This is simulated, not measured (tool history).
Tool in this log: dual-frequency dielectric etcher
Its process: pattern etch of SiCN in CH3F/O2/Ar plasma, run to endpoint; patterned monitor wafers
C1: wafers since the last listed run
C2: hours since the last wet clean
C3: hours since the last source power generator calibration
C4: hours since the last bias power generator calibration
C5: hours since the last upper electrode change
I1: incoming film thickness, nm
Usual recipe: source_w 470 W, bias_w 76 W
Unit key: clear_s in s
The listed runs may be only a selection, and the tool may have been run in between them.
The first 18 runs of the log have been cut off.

Run 19, hour 1667.1: usual settings but bias_w 69 W; C1 678; C2 160; C3 81.2; C4 1682.5; C5 3972.6; I1 6.41. Result: clear_s 15.6 s.
Run 20, hour 1713.6: usual settings but source_w 530 W, bias_w 66 W; C1 675; C2 206.5; C3 127.7; C4 1729; C5 4019.1; I1 6.43. Result: clear_s 15.2 s.
Run 21, hour 1754.2: usual settings; C1 589; C2 247.1; C3 168.3; C4 1769.6; C5 4059.7; I1 6.31. Result: clear_s 15.3 s.
At hour 1850.1: upper electrode replaced, of another model than before.
Run 22, hour 1850.6: usual settings but source_w 440 W, bias_w 94 W; C1 1051; C2 343.5; C3 264.7; C4 1866; C5 0.5; I1 6.41. Result: clear_s 14.1 s.
Run 23, hour 1928.2: usual settings but source_w 560 W, bias_w 69 W; C1 1126; C2 421.1; C3 342.3; C4 1943.6; C5 78.1; I1 6.38. Result: clear_s 15.6 s.
Run 24, hour 1969: usual settings but bias_w 61 W; C1 592; C2 461.9; C3 383.1; C4 1984.4; C5 118.9; I1 6.39. Result: clear_s 17.5 s.
At hour 2060.4: wet clean of the chamber.
Run 25, hour 2060.9: usual settings but source_w 430 W, bias_w 64 W; C1 985; C2 0.5; C3 475; C4 2076.3; C5 210.8; I1 6.41. Result: clear_s 17.3 s.
At hour 2072.8: bias power generator calibrated.
Run 26, hour 2127.5: usual settings but source_w 550 W, bias_w 60 W; C1 908; C2 67.1; C3 541.6; C4 54.7; C5 277.4; I1 6.39. Result: clear_s 16.4 s.
Run 27, hour 2228: usual settings but source_w 370 W, bias_w 61 W; C1 1459; C2 167.6; C3 642.1; C4 155.2; C5 377.9; I1 6.4. Result: clear_s 18.5 s.
Run 28, hour 2297.5: usual settings but source_w 350 W, bias_w 63 W; C1 1009; C2 237.1; C3 711.6; C4 224.7; C5 447.4; I1 6.42. Result: clear_s 18.8 s.
Run 29, hour 2404.3: usual settings but source_w 420 W, bias_w 91 W; C1 1550; C2 343.9; C3 818.4; C4 331.5; C5 554.2; I1 6.36. Result: clear_s 14.8 s.
Run 30, hour 2574.8: usual settings; C1 2475; C2 514.4; C3 988.9; C4 502; C5 724.7; I1 6.4. Result: clear_s 15.9 s.
Run 31, hour 2650.4: usual settings; C1 1097; C2 590; C3 1064.5; C4 577.6; C5 800.3; I1 6.4. Result: clear_s 16.1 s.
At hour 2711.6: wet clean of the chamber.
Run 32, hour 2753.3: usual settings but bias_w 95 W; C1 1145; C2 41.7; C3 1167.4; C4 680.5; C5 903.2; I1 6.38. Result: clear_s 13.8 s.
Run 33, hour 2878.8: usual settings but source_w 530 W, bias_w 66 W; C1 1822; C2 167.2; C3 1292.9; C4 806; C5 1028.7; I1 6.39. Result: clear_s 15.8 s.
Run 34, hour 2934.8: usual settings but source_w 410 W, bias_w 71 W; C1 813; C2 223.2; C3 1348.9; C4 862; C5 1084.7; I1 6.36. Result: clear_s 16.6 s.
Run 35, hour 3020.2: usual settings but source_w 380 W, bias_w 64 W; C1 1239; C2 308.6; C3 1434.3; C4 947.4; C5 1170.1; I1 6.35. Result: clear_s 18.1 s.

Predict each of these 4 candidate next runs independently; none follows another, all start after run 35:
Run A, hour 3020.6: usual settings; C1 5; C2 309; C3 1434.7; C4 947.8; C5 1170.5; I1 6.45. Result: clear_s ?.
Run B, hour 3020.6: usual settings but source_w 540 W, bias_w 60 W; C1 5; C2 309; C3 1434.7; C4 947.8; C5 1170.5; I1 6.45. Result: clear_s ?.
Run C, hour 3020.6: usual settings but source_w 520 W, bias_w 93 W; C1 5; C2 309; C3 1434.7; C4 947.8; C5 1170.5; I1 6.45. Result: clear_s ?.
Run D, hour 3020.6: usual settings but source_w 520 W, bias_w 59 W; C1 5; C2 309; C3 1434.7; C4 947.8; C5 1170.5; I1 6.45. Result: clear_s ?.

run  clear_s
  A     15.9
  B     17.1
  C       14
  D     17.5
Stripped of hidden state, with their random variation kept, the same runs would have yielded:
run  clear_s
  A     15.5
  B     16.7
  C     13.6
  D       17

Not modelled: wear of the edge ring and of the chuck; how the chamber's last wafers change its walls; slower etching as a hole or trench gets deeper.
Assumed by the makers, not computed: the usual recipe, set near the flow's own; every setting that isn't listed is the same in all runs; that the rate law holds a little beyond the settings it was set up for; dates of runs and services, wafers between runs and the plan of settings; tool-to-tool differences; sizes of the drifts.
